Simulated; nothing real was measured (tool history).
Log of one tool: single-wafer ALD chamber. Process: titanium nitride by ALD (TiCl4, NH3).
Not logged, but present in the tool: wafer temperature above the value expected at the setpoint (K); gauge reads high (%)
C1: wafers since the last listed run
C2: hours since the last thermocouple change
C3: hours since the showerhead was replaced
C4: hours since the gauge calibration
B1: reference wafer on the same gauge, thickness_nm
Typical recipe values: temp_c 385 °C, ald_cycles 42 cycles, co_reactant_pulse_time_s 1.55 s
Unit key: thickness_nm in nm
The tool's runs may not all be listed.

Run 1, hour 0.0: usual settings but ald_cycles 47 cycles, co_reactant_pulse_time_s 1.32 s; C1 0; C2 2342.1; C3 6791.2; C4 81.3; B1 0.803. Result: thickness_nm 1.016 nm.
Run 2, hour 89.3: usual settings but temp_c 380 °C; C1 658; C2 2431.4; C3 6880.5; C4 170.6; B1 0.806. Result: thickness_nm 0.910 nm.
Run 3, hour 121.3: usual settings; C1 236; C2 2463.4; C3 6912.5; C4 202.6; B1 0.806. Result: thickness_nm 0.919 nm.
Run 4, hour 154.6: usual settings; C1 245; C2 2496.7; C3 6945.8; C4 235.9; B1 0.807. Result: thickness_nm 0.919 nm.
Run 5, hour 182.5: usual settings but ald_cycles 45 cycles; C1 205; C2 2524.6; C3 6973.7; C4 263.8; B1 0.808. Result: thickness_nm 0.983 nm.
Run 6, hour 207.1: usual settings but ald_cycles 45 cycles; C1 181; C2 2549.2; C3 6998.3; C4 288.4; B1 0.808. Result: thickness_nm 0.989 nm.
Run 7, hour 231.9: usual settings but temp_c 376 °C; C1 182; C2 2574.0; C3 7023.1; C4 313.2; B1 0.807. Result: thickness_nm 0.907 nm.
Run 8, hour 264.8: usual settings but temp_c 376 °C; C1 242; C2 2606.9; C3 7056.0; C4 346.1; B1 0.808. Result: thickness_nm 0.907 nm.
Run 9, hour 283.2: usual settings but temp_c 376 °C; C1 135; C2 2625.3; C3 7074.4; C4 364.5; B1 0.809. Result: thickness_nm 0.907 nm.
Run 10, hour 313.5: usual settings but temp_c 381 °C; C1 223; C2 2655.6; C3 7104.7; C4 394.8; B1 0.808. Result: thickness_nm 0.911 nm.
Run 11, hour 332.0: usual settings; C1 136; C2 2674.1; C3 7123.2; C4 413.3; B1 0.809. Result: thickness_nm 0.922 nm.
Run 12, hour 351.0: usual settings but ald_cycles 35 cycles; C1 140; C2 2693.1; C3 7142.2; C4 432.3; B1 0.808. Result: thickness_nm 0.765 nm.
Run 13, hour 364.3: usual settings but ald_cycles 35 cycles; C1 98; C2 2706.4; C3 7155.5; C4 445.6; B1 0.808. Result: thickness_nm 0.769 nm.
Run 14, hour 381.5: usual settings but ald_cycles 35 cycles; C1 126; C2 2723.6; C3 7172.7; C4 462.8; B1 0.809. Result: thickness_nm 0.771 nm.
At hour 382.8: gauge calibrated.
Run 15, hour 399.6: usual settings; C1 133; C2 2741.7; C3 7190.8; C4 16.8; B1 0.799. Result: thickness_nm 0.906 nm.
Run 16, hour 424.5: usual settings but co_reactant_pulse_time_s 1.91 s; C1 183; C2 2766.6; C3 7215.7; C4 41.7; B1 0.801. Result: thickness_nm 0.927 nm.
At hour 433.0: showerhead replaced.
At hour 444.6: thermocouple changed; heater temperature recalibrated.
Run 17, hour 445.1: usual settings but co_reactant_pulse_time_s 1.82 s; C1 33; C2 0.5; C3 12.1; C4 62.3; B1 0.800. Result: thickness_nm 0.921 nm.
Run 18, hour 455.2: usual settings but temp_c 373 °C, ald_cycles 38 cycles, co_reactant_pulse_time_s 1.15 s; C1 74; C2 10.6; C3 22.2; C4 72.4; B1 0.802. Result: thickness_nm 0.794 nm.
Run 19, hour 484.9: usual settings but temp_c 381 °C; C1 219; C2 40.3; C3 51.9; C4 102.1; B1 0.803. Result: thickness_nm 0.913 nm.
Run 20, hour 515.5: usual settings; C1 225; C2 70.9; C3 82.5; C4 132.7; B1 0.803. Result: thickness_nm 0.919 nm.
Run 21, hour 528.4: usual settings but ald_cycles 34 cycles; C1 95; C2 83.8; C3 95.4; C4 145.6; B1 0.804. Result: thickness_nm 0.746 nm.
Run 22, hour 562.4: usual settings but temp_c 373 °C, ald_cycles 39 cycles, co_reactant_pulse_time_s 1.23 s; C1 250; C2 117.8; C3 129.4; C4 179.6; B1 0.804. Result: thickness_nm 0.820 nm.
Run 23, hour 596.9: usual settings but temp_c 399 °C, ald_cycles 38 cycles, co_reactant_pulse_time_s 1.00 s; C1 254; C2 152.3; C3 163.9; C4 214.1; B1 0.806. Result: thickness_nm 0.827 nm.
Run 24, hour 628.2: usual settings but temp_c 379 °C, ald_cycles 39 cycles, co_reactant_pulse_time_s 1.32 s; C1 230; C2 183.6; C3 195.2; C4 245.4; B1 0.807. Result: thickness_nm 0.838 nm.
Run 25, hour 648.2: usual settings; C1 147; C2 203.6; C3 215.2; C4 265.4; B1 0.806. Result: thickness_nm 0.918 nm.
Run 26, hour 670.9: usual settings but temp_c 399 °C, ald_cycles 38 cycles, co_reactant_pulse_time_s 1.00 s; C1 167; C2 226.3; C3 237.9; C4 288.1; B1 0.807. Result: thickness_nm 0.829 nm.
Run 27, hour 705.0: usual settings but temp_c 395 °C, ald_cycles 38 cycles; C1 251; C2 260.4; C3 272.0; C4 322.2; B1 0.808. Result: thickness_nm 0.842 nm.
Run 28, hour 722.3: usual settings but temp_c 374 °C; C1 127; C2 277.7; C3 289.3; C4 339.5; B1 0.806. Result: thickness_nm 0.901 nm.
Run 29, hour 737.8: usual settings; C1 114; C2 293.2; C3 304.8; C4 355.0; B1 0.807. Result: thickness_nm 0.921 nm.
Run 30, hour 755.8: usual settings but temp_c 390 °C, ald_cycles 48 cycles, co_reactant_pulse_time_s 1.31 s; C1 132; C2 311.2; C3 322.8; C4 373.0; B1 0.807. Result: thickness_nm 1.055 nm.

Each row is a separate what-if for the run after 30, all from the same tool condition, not one after another. Results?
Run A, hour 756.3: usual settings; C1 3; C2 311.7; C3 323.3; C4 373.5; B1 ?. Result: thickness_nm ?.
Run B, hour 756.3: usual settings but co_reactant_pulse_time_s 2.03 s; C1 3; C2 311.7; C3 323.3; C4 373.5; B1 ?. Result: thickness_nm ?.
Run C, hour 756.3: usual settings but ald_cycles 49 cycles, co_reactant_pulse_time_s 1.76 s; C1 3; C2 311.7; C3 323.3; C4 373.5; B1 ?. Result: thickness_nm ?.
Run D, hour 756.3: usual settings but temp_c 376 °C, ald_cycles 34 cycles, co_reactant_pulse_time_s 1.79 s; C1 3; C2 311.7; C3 323.3; C4 373.5; B1 ?. Result: thickness_nm ?.
Run E, hour 756.3: usual settings but temp_c 371 °C, ald_cycles 49 cycles, co_reactant_pulse_time_s 1.24 s; C1 3; C2 311.7; C3 323.3; C4 373.5; B1 ?. Result: thickness_nm ?.

run     B1  thickness_nm
  A  0.808         0.920
  B  0.808         0.933
  C  0.808         1.081
  D  0.808         0.742
  E  0.808         1.029
What these runs would have given with no unlogged condition in the tool:
run  thickness_nm
  A         0.910
  B         0.923
  C         1.069
  D         0.734
  E         1.018

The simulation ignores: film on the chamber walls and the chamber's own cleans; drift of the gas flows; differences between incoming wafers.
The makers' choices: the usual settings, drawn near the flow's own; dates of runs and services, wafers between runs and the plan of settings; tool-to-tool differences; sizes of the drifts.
